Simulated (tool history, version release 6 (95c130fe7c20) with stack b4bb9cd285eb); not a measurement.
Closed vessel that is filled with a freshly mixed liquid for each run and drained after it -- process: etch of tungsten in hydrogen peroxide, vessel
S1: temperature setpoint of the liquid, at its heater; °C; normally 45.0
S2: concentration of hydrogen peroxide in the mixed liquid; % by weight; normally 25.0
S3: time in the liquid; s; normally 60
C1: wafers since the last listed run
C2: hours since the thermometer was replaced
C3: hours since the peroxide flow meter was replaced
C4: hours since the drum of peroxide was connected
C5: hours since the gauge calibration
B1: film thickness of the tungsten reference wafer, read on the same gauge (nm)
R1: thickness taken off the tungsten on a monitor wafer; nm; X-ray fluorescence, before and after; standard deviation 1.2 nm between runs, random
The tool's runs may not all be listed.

| run | hour | S1 | S2 | S3 | C1 | C2 | C3 | C4 | C5 | B1 | R1 |
|---|---|---|---|---|---|---|---|---|---|---|---|
| 1 | 0.0 | 45.0 | 26.5 | 60 | 0 | 973.0 | 1416.7 | 93.3 | 1278.0 | 150.01 | 143.89 |
| 2 | 38.2 | 45.0 | 25.0 | 85 | 4145 | 1011.2 | 1454.9 | 131.5 | 1316.2 | 150.00 | 198.24 |
| 3 | 91.6 | 45.0 | 25.0 | 85 | 5794 | 1064.6 | 1508.3 | 184.9 | 1369.6 | 149.99 | 198.41 |
| 4 | 115.9 | 45.0 | 25.0 | 60 | 2637 | 1088.9 | 1532.6 | 209.2 | 1393.9 | 150.00 | 138.79 |
| 5 | 141.5 | 45.0 | 25.0 | 60 | 2778 | 1114.5 | 1558.2 | 234.8 | 1419.5 | 150.01 | 138.02 |
| 6 | 180.4 | 45.0 | 25.0 | 45 | 4221 | 1153.4 | 1597.1 | 273.7 | 1458.4 | 149.98 | 104.31 |
| 7 | 348.2 | 45.0 | 25.0 | 45 | 18209 | 1321.2 | 1764.9 | 441.5 | 1626.2 | 150.00 | 104.36 |
| 8 | 383.3 | 45.0 | 22.5 | 60 | 3809 | 1356.3 | 1800.0 | 476.6 | 1661.3 | 149.99 | 132.13 |
| 9 | 452.2 | 45.0 | 22.5 | 60 | 7476 | 1425.2 | 1868.9 | 545.5 | 1730.2 | 150.00 | 131.93 |
| 10 | 476.4 | 40.0 | 21.0 | 35 | 2626 | 1449.4 | 1893.1 | 569.7 | 1754.4 | 150.01 | 52.77 |
| 11 | 524.9 | 45.0 | 25.0 | 60 | 5263 | 1497.9 | 1941.6 | 618.2 | 1802.9 | 150.00 | 136.26 |
| 12 | 583.3 | 45.0 | 25.0 | 30 | 6337 | 1556.3 | 2000.0 | 676.6 | 1861.3 | 150.00 | 68.08 |
|  | 619.9 | new drum of peroxide connected |
| 13 | 653.9 | 54.0 | 25.0 | 60 | 7552 | 1626.9 | 2070.6 | 34.0 | 1931.9 | 150.00 | 234.16 |
| 14 | 709.1 | 35.5 | 22.0 | 90 | 5990 | 1682.1 | 2125.8 | 89.2 | 1987.1 | 150.02 | 102.67 |
| 15 | 774.4 | 45.0 | 25.0 | 60 | 7086 | 1747.4 | 2191.1 | 154.5 | 2052.4 | 150.01 | 137.10 |
| 16 | 801.4 | 53.0 | 25.0 | 30 | 2930 | 1774.4 | 2218.1 | 181.5 | 2079.4 | 150.01 | 114.12 |
|  | 817.7 | peroxide flow meter replaced |
| 17 | 868.9 | 54.0 | 22.0 | 85 | 7216 | 1841.9 | 51.2 | 249.0 | 2146.9 | 150.00 | 313.60 |
|  | 887.4 | gauge calibrated |
|  | 910.4 | thermometer replaced |
| 18 | 929.9 | 45.0 | 25.0 | 45 | 6511 | 19.5 | 112.2 | 310.0 | 42.5 | 150.00 | 107.04 |
| 19 | 998.3 | 45.0 | 26.5 | 60 | 7422 | 87.9 | 180.6 | 378.4 | 110.9 | 150.00 | 145.46 |
| 20 | 1060.3 | 45.0 | 21.0 | 30 | 6728 | 149.9 | 242.6 | 440.4 | 172.9 | 150.00 | 65.16 |
| 21 | 1113.3 | 39.0 | 30.0 | 45 | 5751 | 202.9 | 295.6 | 493.4 | 225.9 | 150.02 | 78.64 |
| 22 | 1168.6 | 37.0 | 21.5 | 60 | 6001 | 258.2 | 350.9 | 548.7 | 281.2 | 150.01 | 77.92 |
| 23 | 1198.5 | 50.5 | 25.0 | 60 | 3244 | 288.1 | 380.8 | 578.6 | 311.1 | 150.01 | 199.78 |
| 24 | 1228.8 | 45.0 | 27.0 | 60 | 3288 | 318.4 | 411.1 | 608.9 | 341.4 | 150.00 | 148.57 |
| 25 | 1299.5 | 45.0 | 25.0 | 60 | 7672 | 389.1 | 481.8 | 679.6 | 412.1 | 149.99 | 143.40 |
|  | 1337.3 | new drum of peroxide connected |
| 26 | 1356.9 | 48.0 | 18.5 | 60 | 6120 | 446.5 | 539.2 | 19.6 | 469.5 | 149.99 | 147.19 |
| 27 | 1398.8 | 55.0 | 25.0 | 85 | 4546 | 488.4 | 581.1 | 61.5 | 511.4 | 149.99 | 369.82 |
| 28 | 1423.0 | 45.0 | 25.0 | 60 | 2626 | 512.6 | 605.3 | 85.7 | 535.6 | 150.00 | 141.54 |
| 29 | 1472.2 | 45.0 | 25.0 | 60 | 5339 | 561.8 | 654.5 | 134.9 | 584.8 | 150.01 | 141.98 |
| 30 | 1519.0 | 45.0 | 30.0 | 60 | 5078 | 608.6 | 701.3 | 181.7 | 631.6 | 150.00 | 155.19 |
| 31 | 1571.7 | 54.5 | 22.0 | 85 | 5718 | 661.3 | 754.0 | 234.4 | 684.3 | 150.00 | 338.37 |

Describe how what the log doesn't record of the tool's condition differs between the last listed run preceding each entry between runs and the first listed run following it.
Logged between run 12 and run 13: new drum of peroxide connected (hour 619.9)
  liquid colder than its thermometer reads (K): 0.681 -> 0.71
  what was measured, less what the result would be without the hidden state, R1: -2.99 -> -10.15 nm
Logged between run 16 and run 17: peroxide flow meter replaced (hour 817.7)
  liquid colder than its thermometer reads (K): 0.77 -> 0.798
  what was measured, less what the result would be without the hidden state, R1: -5.40 -> -15.37 nm
Logged between run 17 and run 18: gauge calibrated (hour 887.4); thermometer replaced (hour 910.4)
  liquid colder than its thermometer reads (K): 0.798 -> 0.0407
  what was measured, less what the result would be without the hidden state, R1: -15.37 -> -0.27 nm
Logged between run 25 and run 26: new drum of peroxide connected (hour 1337.3)
  liquid colder than its thermometer reads (K): 0.192 -> 0.216
  what was measured, less what the result would be without the hidden state, R1: -1.73 -> -2.02 nm

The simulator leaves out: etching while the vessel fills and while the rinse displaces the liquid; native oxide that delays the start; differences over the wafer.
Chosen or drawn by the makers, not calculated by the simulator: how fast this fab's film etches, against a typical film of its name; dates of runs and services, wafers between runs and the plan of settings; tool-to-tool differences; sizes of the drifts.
